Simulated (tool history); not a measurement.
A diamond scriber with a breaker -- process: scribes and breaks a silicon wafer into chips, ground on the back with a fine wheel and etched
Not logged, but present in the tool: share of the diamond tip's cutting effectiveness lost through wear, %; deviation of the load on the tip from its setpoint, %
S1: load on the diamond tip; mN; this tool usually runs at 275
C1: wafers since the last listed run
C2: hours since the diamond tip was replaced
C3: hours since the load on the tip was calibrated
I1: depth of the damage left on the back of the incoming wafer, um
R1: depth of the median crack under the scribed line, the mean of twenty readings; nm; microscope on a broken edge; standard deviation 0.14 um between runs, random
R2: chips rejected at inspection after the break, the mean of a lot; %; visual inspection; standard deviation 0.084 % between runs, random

run 1 hour=0.0 | S1=275 | C1=0 C2=69.4 C3=1128.6 | I1=0.36 | R1=7640 R2=4.50
-- hour=32.6 load on the tip recalibrated
run 2 hour=36.7 | S1=275 | C1=85 C2=106.1 C3=4.1 | I1=0.49 | R1=8530 R2=1.73
run 3 hour=129.5 | S1=220 | C1=228 C2=198.9 C3=96.9 | I1=0.70 | R1=7030 R2=11.14
run 4 hour=226.9 | S1=220 | C1=239 C2=296.3 C3=194.3 | I1=0.77 | R1=6670 R2=13.95
run 5 hour=301.3 | S1=275 | C1=183 C2=370.7 C3=268.7 | I1=0.31 | R1=7200 R2=6.74
run 6 hour=342.2 | S1=275 | C1=100 C2=411.6 C3=309.6 | I1=0.68 | R1=7140 R2=8.59
-- hour=401.5 diamond tip replaced by a new one
run 7 hour=419.5 | S1=275 | C1=185 C2=18.0 C3=386.9 | I1=0.30 | R1=7980 R2=2.39
run 8 hour=474.2 | S1=336 | C1=134 C2=72.7 C3=441.6 | I1=0.54 | R1=9010 R2=1.72
run 9 hour=528.5 | S1=336 | C1=133 C2=127.0 C3=495.9 | I1=0.71 | R1=9170 R2=1.72
run 10 hour=590.8 | S1=336 | C1=153 C2=189.3 C3=558.2 | I1=0.31 | R1=8660 R2=1.45
run 11 hour=642.3 | S1=308 | C1=126 C2=240.8 C3=609.7 | I1=0.33 | R1=8130 R2=2.67
run 12 hour=743.5 | S1=308 | C1=249 C2=342.0 C3=710.9 | I1=0.78 | R1=7850 R2=4.19
run 13 hour=808.9 | S1=330 | C1=160 C2=407.4 C3=776.3 | I1=0.36 | R1=7930 R2=3.76
-- hour=840.1 diamond tip replaced by a new one
run 14 hour=914.8 | S1=330 | C1=255 C2=74.7 C3=882.2 | I1=0.79 | R1=8580 R2=1.59
run 15 hour=1146.4 | S1=307 | C1=570 C2=306.3 C3=1113.8 | I1=0.34 | R1=7530 R2=4.89
-- hour=1194.1 load on the tip recalibrated
run 16 hour=1236.7 | S1=319 | C1=217 C2=396.6 C3=42.6 | I1=0.38 | R1=8300 R2=2.49
run 17 hour=1330.1 | S1=225 | C1=229 C2=490.0 C3=136.0 | I1=0.48 | R1=6120 R2=19.17
-- hour=1361.0 diamond tip replaced by a new one
run 18 hour=1412.7 | S1=308 | C1=198 C2=51.7 C3=218.6 | I1=0.47 | R1=8570 R2=1.58
run 19 hour=1487.0 | S1=350 | C1=182 C2=126.0 C3=292.9 | I1=0.69 | R1=9120 R2=1.81
run 20 hour=1582.1 | S1=322 | C1=234 C2=221.1 C3=388.0 | I1=0.52 | R1=8270 R2=2.50
run 21 hour=1748.3 | S1=357 | C1=409 C2=387.3 C3=554.2 | I1=0.79 | R1=8270 R2=2.56
-- hour=1793.1 diamond tip replaced by a new one
run 22 hour=1845.9 | S1=225 | C1=235 C2=52.8 C3=651.8 | I1=0.55 | R1=6730 R2=11.51
run 23 hour=1922.3 | S1=275 | C1=188 C2=129.2 C3=728.2 | I1=0.54 | R1=7700 R2=5.60
run 24 hour=1977.5 | S1=204 | C1=135 C2=184.4 C3=783.4 | I1=0.63 | R1=6250 R2=22.44
run 25 hour=2039.2 | S1=356 | C1=151 C2=246.1 C3=845.1 | I1=0.67 | R1=8620 R2=1.93

For run 26, what comes out?
-- hour=2242.6 diamond tip replaced by a new one
run 26 hour=2344.8 | S1=275 | C1=747 C2=102.2 C3=1150.7 | I1=0.65 | R1=? R2=?

{"run 26": {"R1": 7740, "R2": 4.41}}
Had the tool carried no hidden state, the very same run would have given R1 8850 nm, R2 1.46 %.

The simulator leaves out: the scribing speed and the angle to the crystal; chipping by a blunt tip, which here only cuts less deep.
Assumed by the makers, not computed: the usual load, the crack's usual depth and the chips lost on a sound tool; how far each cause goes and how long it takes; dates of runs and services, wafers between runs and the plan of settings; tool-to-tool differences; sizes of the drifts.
